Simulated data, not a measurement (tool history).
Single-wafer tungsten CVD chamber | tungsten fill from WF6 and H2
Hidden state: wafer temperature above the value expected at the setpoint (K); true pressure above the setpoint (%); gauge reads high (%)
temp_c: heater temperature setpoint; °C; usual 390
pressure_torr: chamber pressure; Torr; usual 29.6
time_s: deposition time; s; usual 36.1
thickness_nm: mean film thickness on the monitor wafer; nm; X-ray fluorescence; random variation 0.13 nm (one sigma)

run,hour,temp_c,pressure_torr,time_s,wafers since the last listed run,hours since the last thermocouple change,hours since the last manometer calibration,hours since the showerhead was replaced,hours since the gauge calibration,"read-back reference wafer on the same gauge, thickness_nm",thickness_nm
1,0.0,390,29.6,36.1,0,2159.1,1824.1,4042.2,96.9,97.394,89.155
2,59.6,390,29.6,36.1,1859,2218.7,1883.7,4101.8,156.5,97.404,89.361
3,87.6,390,29.6,36.1,873,2246.7,1911.7,4129.8,184.5,97.408,89.337
4,123.3,390,35.4,36.1,1114,2282.4,1947.4,4165.5,220.2,97.388,95.981
5,173.9,390,35.4,36.1,1579,2333.0,1998.0,4216.1,270.8,97.395,95.717
6,208.1,390,35.4,36.1,1067,2367.2,2032.2,4250.3,305.0,97.391,95.617
# hour 266.8: showerhead replaced
7,267.3,390,29.6,36.1,1597,2426.4,2091.4,0.5,364.2,97.371,89.501
# hour 300.6: thermocouple changed; heater temperature recalibrated
8,332.5,390,29.6,36.1,1785,31.9,2156.6,65.7,429.4,97.403,86.517
# hour 364.7: capacitance manometer re-zeroed and calibrated
9,365.4,390,29.6,36.1,777,64.8,0.7,98.6,462.3,97.416,84.472
# hour 415.3: gauge calibrated
10,425.3,381,34.2,40.3,1869,124.7,60.6,158.5,10.0,97.411,85.799
11,456.9,399,29.6,31.7,986,156.3,92.2,190.1,41.6,97.416,86.618
12,509.6,385,29.6,36.1,1644,209.0,144.9,242.8,94.3,97.408,78.429
13,552.4,390,33.0,29.4,1335,251.8,187.7,285.6,137.1,97.402,72.688
14,621.3,390,23.0,36.1,2150,320.7,256.6,354.5,206.0,97.394,77.987
15,687.7,390,29.6,40.1,2072,387.1,323.0,420.9,272.4,97.421,95.824

What the log doesn't show, run by run:
gauge reads high (%): 0 in every run
H1: wafer temperature above the value expected at the setpoint (K)
H2: true pressure above the setpoint (%)
run,H1,H2
1,1.88,8.15
2,1.88,8.21
3,1.89,8.24
4,1.89,8.28
5,1.9,8.33
6,1.9,8.36
7,1.91,8.41
8,-0.0549,8.47
9,0.0262,1.28
10,0.165,1.85
11,0.234,2.14
12,0.343,2.59
13,0.426,2.94
14,0.549,3.46
15,0.658,3.93

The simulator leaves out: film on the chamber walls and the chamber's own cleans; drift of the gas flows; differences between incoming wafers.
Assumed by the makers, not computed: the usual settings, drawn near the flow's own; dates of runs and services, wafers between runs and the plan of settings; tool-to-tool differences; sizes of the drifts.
